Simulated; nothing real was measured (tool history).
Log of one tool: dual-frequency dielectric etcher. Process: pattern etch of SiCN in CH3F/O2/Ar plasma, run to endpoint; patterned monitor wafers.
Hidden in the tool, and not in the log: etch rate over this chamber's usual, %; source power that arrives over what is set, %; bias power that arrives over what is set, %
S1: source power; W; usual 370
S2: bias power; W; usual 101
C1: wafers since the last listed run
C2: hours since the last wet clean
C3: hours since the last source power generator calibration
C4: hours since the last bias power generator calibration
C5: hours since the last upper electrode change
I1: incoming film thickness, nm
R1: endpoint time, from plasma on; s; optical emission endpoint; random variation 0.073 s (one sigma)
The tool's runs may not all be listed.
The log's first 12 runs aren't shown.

run,hour,S1,S2,C1,C2,C3,C4,C5,I1,R1
# hour 958.2: upper electrode replaced
13,958.7,400,82,875,230.1,951.6,315.8,0.5,9.65,25.2
14,988.6,370,101,388,260,981.5,345.7,30.4,9.72,24.7
15,1046,450,92,745,317.4,1038.9,403.1,87.8,9.7,23.7
16,1226.8,450,91,2347,498.2,1219.7,583.9,268.6,9.62,23.6
17,1323,410,108,1248,594.4,1315.9,680.1,364.8,9.8,24
# hour 1408: wet clean of the chamber
18,1416.7,320,101,904,8.7,1409.6,773.8,458.5,9.69,25.6
19,1461.8,310,81,585,53.8,1454.7,818.9,503.6,9.79,27.5
20,1568.7,330,101,1387,160.7,1561.6,925.8,610.5,9.68,25.6
21,1640.5,370,85,932,232.5,1633.4,997.6,682.3,9.79,25.9
22,1733.3,370,101,1204,325.3,1726.2,1090.4,775.1,9.56,24.4
# hour 1770: source power generator calibrated
23,1830.7,430,86,1212,422.7,60.7,1187.8,872.5,9.78,24.6
24,1897.9,330,111,872,489.9,127.9,1255,939.7,9.69,24.8
25,1987.2,370,117,1159,579.2,217.2,1344.3,1029,9.68,23.8
# hour 2025.5: wet clean of the chamber
26,2034,430,123,296,8.5,264,1391.1,1075.8,9.57,22.3
27,2130.1,370,90,1247,104.6,360.1,1487.2,1171.9,9.76,25.7
28,2169,310,84,505,143.5,399,1526.1,1210.8,9.71,27.3
29,2272.1,370,101,1338,246.6,502.1,1629.2,1313.9,9.71,24.8
30,2313.3,450,85,534,287.8,543.3,1670.4,1355.1,9.69,24.4
31,2417.1,400,116,1347,391.6,647.1,1774.2,1458.9,9.75,23.5
32,2456.8,310,89,515,431.3,686.8,1813.9,1498.6,9.75,27
33,2549.4,370,101,1202,523.9,779.4,1906.5,1591.2,9.69,24.7
34,2626.6,340,101,1002,601.1,856.6,1983.7,1668.4,9.66,25.3
35,2711.1,430,113,1097,685.6,941.1,2068.2,1752.9,9.59,22.9

Forecast each of these 4 alternatives for the next run:
A,2711.5,370,101,5,686,941.5,2068.6,1753.3,9.71,?
B,2711.5,420,82,5,686,941.5,2068.6,1753.3,9.71,?
C,2711.5,350,122,5,686,941.5,2068.6,1753.3,9.71,?
D,2711.5,330,120,5,686,941.5,2068.6,1753.3,9.71,?

run,R1
A,24.9
B,25.1
C,24.2
D,24.7
Without the tool's hidden state the same runs would have given:
run,R1
A,24.3
B,24.5
C,23.6
D,24.1
